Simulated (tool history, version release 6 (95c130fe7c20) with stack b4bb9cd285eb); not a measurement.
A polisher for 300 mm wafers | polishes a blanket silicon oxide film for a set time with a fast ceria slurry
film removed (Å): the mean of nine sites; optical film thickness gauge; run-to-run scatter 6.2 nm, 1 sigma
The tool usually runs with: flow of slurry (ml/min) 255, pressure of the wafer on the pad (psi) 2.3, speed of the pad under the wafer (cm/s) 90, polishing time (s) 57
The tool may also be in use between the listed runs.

run    day  flow of slurry (ml/min)  pressure of the wafer on the pad (psi)  speed of the pad under the wafer (cm/s)  polishing time (s)  wafers since the last listed run  wafers polished on this pad  hours since the slurry nozzle was cleaned  hours since the head pressure was calibrated  incoming thickness of the incoming film, nm  film removed (Å)
  1  0.000                      255                                     2.3                                       90                  57                                 0                          423                                      567.4                                        1123.3                                       3935.9              5656
  2  0.504                      255                                     2.3                                       90                  57                                99                          522                                      579.5                                        1135.4                                       4039.5              5603
     2.171  -- worn pad replaced by a new one
  3  2.192                      255                                     2.3                                       90                  57                               298                            3                                      620.0                                        1175.9                                       3992.3              5995
     2.238  -- slurry nozzle cleaned
  4  2.396                      255                                     2.8                                       90                  57                                31                           35                                        3.8                                        1180.8                                       3983.4              6983
  5  2.967                      255                                     2.8                                       90                  57                               112                          147                                       17.5                                        1194.5                                       3988.5              6736
  6  3.288                      255                                     2.3                                       90                  44                                63                          210                                       25.2                                        1202.2                                       3984.3              4384
  7  3.671                      255                                     2.3                                       90                  44                                75                          286                                       34.4                                        1211.4                                       3976.3              4308
     3.871  -- head pressure recalibrated
  8  4.150                      290                                     2.3                                       90                  57                                77                          363                                       45.9                                           6.7                                       3882.4              5527
  9  4.433                      255                                     2.8                                       90                  57                                55                          419                                       52.7                                          13.5                                       3896.3              6503
 10  5.033                      255                                     2.3                                       90                  69                               117                          537                                       67.1                                          27.9                                       3894.9              6753
 11  5.633                      210                                     2.0                                      120                  42                               117                          655                                       81.5                                          42.3                                       3899.7              4169
 12  6.200                      255                                     2.3                                       78                  57                               111                          766                                       95.1                                          55.9                                       3908.7              5040
     6.771  -- worn pad replaced by a new one
 13  6.792                      255                                     3.0                                       90                  57                                83                            3                                      109.3                                          70.1                                       3887.3              7623
 14  7.054                      255                                     2.7                                       66                  57                                51                           55                                      115.6                                          76.4                                       3972.0              5905

Predict each of these 4 candidate next runs independently; none follows another, all start after run 14:
  A  7.071                      255                                     2.3                                       90                  57                                 3                           58                                      116.0                                          76.8                                       3913.8                 ?
  B  7.071                      255                                     1.7                                       90                  57                                 3                           58                                      116.0                                          76.8                                       3913.8                 ?
  C  7.071                      255                                     2.3                                      118                  57                                 3                           58                                      116.0                                          76.8                                       3913.8                 ?
  D  7.071                      310                                     2.9                                       90                  57                                 3                           58                                      116.0                                          76.8                                       3913.8                 ?

run  film removed (Å)
  A              6055
  B              4740
  C              7186
  D              7520
What these runs would have given with no unlogged condition in the tool:
run  film removed (Å)
  A              6187
  B              4843
  C              7342
  D              7684

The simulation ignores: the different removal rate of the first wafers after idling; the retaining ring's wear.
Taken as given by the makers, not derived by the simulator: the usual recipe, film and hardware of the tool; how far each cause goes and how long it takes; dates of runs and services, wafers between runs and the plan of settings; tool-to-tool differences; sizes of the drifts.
